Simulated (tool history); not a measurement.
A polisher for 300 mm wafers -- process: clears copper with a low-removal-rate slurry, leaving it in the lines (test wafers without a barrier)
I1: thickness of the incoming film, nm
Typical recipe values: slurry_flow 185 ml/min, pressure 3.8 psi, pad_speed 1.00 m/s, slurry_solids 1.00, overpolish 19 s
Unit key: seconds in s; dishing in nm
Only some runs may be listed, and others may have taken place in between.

run 1 hour=0.0 | slurry_flow=185 pressure=3.8 pad_speed=1.00 slurry_solids=1.00 overpolish=19 | I1=570.9 | seconds=147.6 dishing=51.5
run 2 hour=31.5 | slurry_flow=185 pressure=3.8 pad_speed=1.00 slurry_solids=1.00 overpolish=22 | I1=561.2 | seconds=148.9 dishing=57.4
run 3 hour=79.6 | slurry_flow=185 pressure=3.8 pad_speed=1.00 slurry_solids=1.00 overpolish=22 | I1=551.2 | seconds=147.6 dishing=58.2
run 4 hour=148.9 | slurry_flow=215 pressure=3.8 pad_speed=1.00 slurry_solids=1.00 overpolish=19 | I1=551.1 | seconds=151.1 dishing=51.0
-- hour=175.7 slurry blender recalibrated
run 5 hour=176.7 | slurry_flow=215 pressure=3.8 pad_speed=1.00 slurry_solids=1.00 overpolish=19 | I1=568.6 | seconds=152.5 dishing=50.2
run 6 hour=227.1 | slurry_flow=215 pressure=3.8 pad_speed=1.00 slurry_solids=1.00 overpolish=19 | I1=560.5 | seconds=154.2 dishing=49.4
run 7 hour=266.8 | slurry_flow=185 pressure=3.8 pad_speed=1.00 slurry_solids=1.00 overpolish=19 | I1=566.9 | seconds=165.4 dishing=48.2
run 8 hour=325.1 | slurry_flow=185 pressure=3.8 pad_speed=1.00 slurry_solids=1.00 overpolish=19 | I1=557.5 | seconds=161.7 dishing=47.1
-- hour=347.6 slurry nozzle cleaned
run 9 hour=375.2 | slurry_flow=185 pressure=3.8 pad_speed=1.00 slurry_solids=1.00 overpolish=19 | I1=567.1 | seconds=169.2 dishing=46.9
-- hour=418.9 worn pad replaced by a new one
run 10 hour=419.4 | slurry_flow=170 pressure=3.2 pad_speed=0.64 slurry_solids=1.00 overpolish=19 | I1=557.9 | seconds=229.3 dishing=33.8
run 11 hour=455.5 | slurry_flow=185 pressure=3.8 pad_speed=1.00 slurry_solids=1.00 overpolish=19 | I1=558.1 | seconds=144.8 dishing=52.1
run 12 hour=516.7 | slurry_flow=185 pressure=3.8 pad_speed=1.00 slurry_solids=1.00 overpolish=9 | I1=561.2 | seconds=150.8 dishing=26.4
-- hour=568.0 slurry blender recalibrated
run 13 hour=582.5 | slurry_flow=170 pressure=4.2 pad_speed=1.22 slurry_solids=1.00 overpolish=19 | I1=552.9 | seconds=117.3 dishing=62.0
run 14 hour=620.4 | slurry_flow=185 pressure=3.8 pad_speed=1.00 slurry_solids=1.00 overpolish=19 | I1=569.4 | seconds=149.8 dishing=50.6
run 15 hour=663.1 | slurry_flow=185 pressure=3.8 pad_speed=1.00 slurry_solids=1.00 overpolish=19 | I1=555.3 | seconds=151.3 dishing=50.2
run 16 hour=697.3 | slurry_flow=205 pressure=3.8 pad_speed=1.14 slurry_solids=1.00 overpolish=19 | I1=561.2 | seconds=139.4 dishing=54.2
run 17 hour=724.6 | slurry_flow=185 pressure=4.2 pad_speed=1.26 slurry_solids=1.00 overpolish=23 | I1=558.8 | seconds=120.0 dishing=72.3
-- hour=725.7 slurry nozzle cleaned
-- hour=774.5 worn pad replaced by a new one, of another model than before
run 18 hour=787.1 | slurry_flow=215 pressure=2.6 pad_speed=1.00 slurry_solids=1.00 overpolish=19 | I1=566.3 | seconds=180.4 dishing=42.6
run 19 hour=817.6 | slurry_flow=130 pressure=3.8 pad_speed=1.18 slurry_solids=0.85 overpolish=22 | I1=558.6 | seconds=146.2 dishing=58.7
-- hour=844.6 head pressure recalibrated
run 20 hour=885.8 | slurry_flow=150 pressure=3.8 pad_speed=1.00 slurry_solids=0.80 overpolish=19 | I1=560.7 | seconds=171.5 dishing=46.0
run 21 hour=937.3 | slurry_flow=185 pressure=4.4 pad_speed=1.00 slurry_solids=1.25 overpolish=19 | I1=557.9 | seconds=123.4 dishing=60.9
run 22 hour=978.2 | slurry_flow=185 pressure=3.8 pad_speed=1.00 slurry_solids=1.00 overpolish=19 | I1=563.0 | seconds=154.4 dishing=49.9
run 23 hour=1023.1 | slurry_flow=185 pressure=3.8 pad_speed=0.74 slurry_solids=0.75 overpolish=12 | I1=569.5 | seconds=229.5 dishing=23.5
-- hour=1064.2 slurry blender recalibrated
run 24 hour=1067.9 | slurry_flow=130 pressure=3.0 pad_speed=1.00 slurry_solids=1.00 overpolish=15 | I1=554.7 | seconds=202.1 dishing=32.2
-- hour=1108.6 slurry nozzle cleaned
run 25 hour=1113.1 | slurry_flow=185 pressure=2.8 pad_speed=1.00 slurry_solids=1.15 overpolish=13 | I1=563.5 | seconds=196.4 dishing=29.8
-- hour=1235.4 worn pad replaced by a new one
run 26 hour=1292.5 | slurry_flow=185 pressure=3.8 pad_speed=1.00 slurry_solids=1.00 overpolish=19 | I1=563.0 | seconds=150.9 dishing=51.8
run 27 hour=1346.1 | slurry_flow=120 pressure=3.2 pad_speed=1.00 slurry_solids=1.00 overpolish=13 | I1=552.6 | seconds=182.8 dishing=30.1
run 28 hour=1375.8 | slurry_flow=185 pressure=3.8 pad_speed=1.00 slurry_solids=1.00 overpolish=19 | I1=560.6 | seconds=151.5 dishing=49.5
run 29 hour=1441.5 | slurry_flow=205 pressure=4.9 pad_speed=1.00 slurry_solids=0.90 overpolish=19 | I1=556.9 | seconds=132.1 dishing=56.6

What if the next run were any one of these 3? Each begins from the tool's condition after run 29:
run A hour=1442.0 | slurry_flow=185 pressure=3.8 pad_speed=1.00 slurry_solids=1.00 overpolish=19 | I1=560.6 | seconds=? dishing=?
run B hour=1442.0 | slurry_flow=240 pressure=2.6 pad_speed=1.00 slurry_solids=1.00 overpolish=19 | I1=560.6 | seconds=? dishing=?
run C hour=1442.0 | slurry_flow=185 pressure=3.4 pad_speed=1.00 slurry_solids=1.00 overpolish=12 | I1=560.6 | seconds=? dishing=?

run=A seconds=153.3 dishing=49.9
run=B seconds=188.5 dishing=41.1
run=C seconds=165.2 dishing=30.9
Take away the tool's hidden state, keep each run's random variation, and the runs would have read:
run=A seconds=145.4 dishing=52.2
run=B seconds=178.9 dishing=43.1
run=C seconds=156.8 dishing=32.5
